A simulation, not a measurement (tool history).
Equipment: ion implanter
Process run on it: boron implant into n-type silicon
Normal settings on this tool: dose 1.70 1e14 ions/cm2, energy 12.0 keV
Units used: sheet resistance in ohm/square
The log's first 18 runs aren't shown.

run,hour,dose,energy,"read-back reference wafer on the same gauge, sheet resistance",sheet resistance
19,1325.0,1.70,12.0,589.99,544.10
20,1406.9,1.70,12.0,590.04,543.26
21,1495.1,1.70,12.0,589.96,544.25
22,1555.0,2.04,15.5,590.18,452.64
# hour 1613.4: Faraday cup replaced and dose calibrated
23,1632.8,1.70,8.0,589.89,568.24
24,1705.0,1.70,12.0,589.96,541.40
25,1765.0,1.29,13.0,590.05,665.06
# hour 1767.2: gauge calibrated
26,1853.9,1.89,8.0,589.99,525.00
27,1939.2,1.83,15.5,590.00,493.23
28,1990.5,2.16,12.0,590.12,447.46
29,2088.0,1.70,12.0,590.01,542.81
30,2151.4,1.50,12.0,589.95,600.85
31,2231.9,2.18,16.0,590.04,427.00
32,2338.4,1.87,12.0,589.86,503.67
33,2461.9,1.70,8.5,589.89,567.35
34,2752.3,2.19,12.0,589.91,444.16
35,3063.9,1.29,10.5,589.96,690.51

Alternative continuations, all from the tool just after run 35; predict every row:
A,3064.3,1.70,12.0,?,?
B,3064.3,1.25,8.5,?,?
C,3064.3,1.88,12.0,?,?
D,3064.3,2.02,9.0,?,?
E,3064.3,2.19,10.0,?,?

run,"read-back reference wafer on the same gauge, sheet resistance",sheet resistance
A,590.10,544.41
B,590.10,725.27
C,590.10,502.17
D,590.10,492.40
E,590.10,454.84
With no hidden state in the tool, these same runs would have given:
run,sheet resistance
A,540.52
B,720.18
C,498.56
D,488.86
E,451.53
